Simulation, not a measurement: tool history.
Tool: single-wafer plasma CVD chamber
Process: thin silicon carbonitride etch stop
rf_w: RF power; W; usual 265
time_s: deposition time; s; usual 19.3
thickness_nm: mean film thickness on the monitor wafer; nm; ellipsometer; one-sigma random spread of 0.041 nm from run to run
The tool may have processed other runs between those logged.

| run | hour | rf_w | time_s | read-back reference wafer on the same gauge, thickness_nm | thickness_nm |
|---|---|---|---|---|---|
| 1 | 0.0 | 265 | 19.3 | 11.052 | 11.931 |
| 2 | 13.5 | 265 | 17.3 | 11.054 | 10.668 |
| 3 | 31.3 | 265 | 17.3 | 11.049 | 10.704 |
| 4 | 45.8 | 240 | 19.3 | 11.031 | 11.600 |
| 5 | 60.7 | 240 | 19.3 | 11.021 | 11.642 |
| 6 | 74.7 | 240 | 19.3 | 11.008 | 11.624 |
| 7 | 106.7 | 265 | 22.0 | 11.009 | 13.574 |
| 8 | 129.6 | 250 | 20.7 | 10.992 | 12.500 |
| 9 | 158.9 | 265 | 19.3 | 10.980 | 11.817 |
| 10 | 185.4 | 265 | 19.3 | 10.978 | 11.815 |
| 11 | 215.6 | 265 | 19.3 | 10.948 | 11.797 |
|  | 263.8 | showerhead replaced |
| 12 | 266.0 | 265 | 19.3 | 10.957 | 11.735 |
| 13 | 293.1 | 265 | 20.5 | 10.915 | 12.449 |
|  | 325.7 | RF generator calibrated |
| 14 | 326.2 | 295 | 21.8 | 10.911 | 13.605 |
| 15 | 340.1 | 300 | 21.4 | 10.887 | 13.293 |
| 16 | 367.1 | 230 | 21.3 | 10.896 | 12.519 |
|  | 381.6 | gauge calibrated |
| 17 | 396.7 | 265 | 19.3 | 11.110 | 11.908 |
|  | 408.4 | thermocouple changed; heater temperature recalibrated |
| 18 | 445.5 | 230 | 21.5 | 11.086 | 12.945 |
| 19 | 468.2 | 265 | 19.3 | 11.073 | 11.962 |
| 20 | 482.6 | 265 | 17.0 | 11.065 | 10.457 |
| 21 | 514.2 | 225 | 17.2 | 11.061 | 10.233 |
| 22 | 537.7 | 265 | 19.3 | 11.055 | 11.881 |
| 23 | 571.2 | 305 | 23.0 | 11.035 | 14.572 |
| 24 | 585.9 | 235 | 15.9 | 11.047 | 9.476 |

Each row is a separate what-if for the run after 24, all from the same tool condition, not one after another. Results?
| A | 586.3 | 265 | 19.3 | ? | ? |
| B | 586.3 | 230 | 20.9 | ? | ? |
| C | 586.3 | 265 | 16.9 | ? | ? |

| run | read-back reference wafer on the same gauge, thickness_nm | thickness_nm |
|---|---|---|
| A | 11.034 | 11.920 |
| B | 11.034 | 12.553 |
| C | 11.034 | 10.438 |
Without the tool's hidden state the same runs would have given:
| run | thickness_nm |
|---|---|
| A | 11.997 |
| B | 12.634 |
| C | 10.505 |

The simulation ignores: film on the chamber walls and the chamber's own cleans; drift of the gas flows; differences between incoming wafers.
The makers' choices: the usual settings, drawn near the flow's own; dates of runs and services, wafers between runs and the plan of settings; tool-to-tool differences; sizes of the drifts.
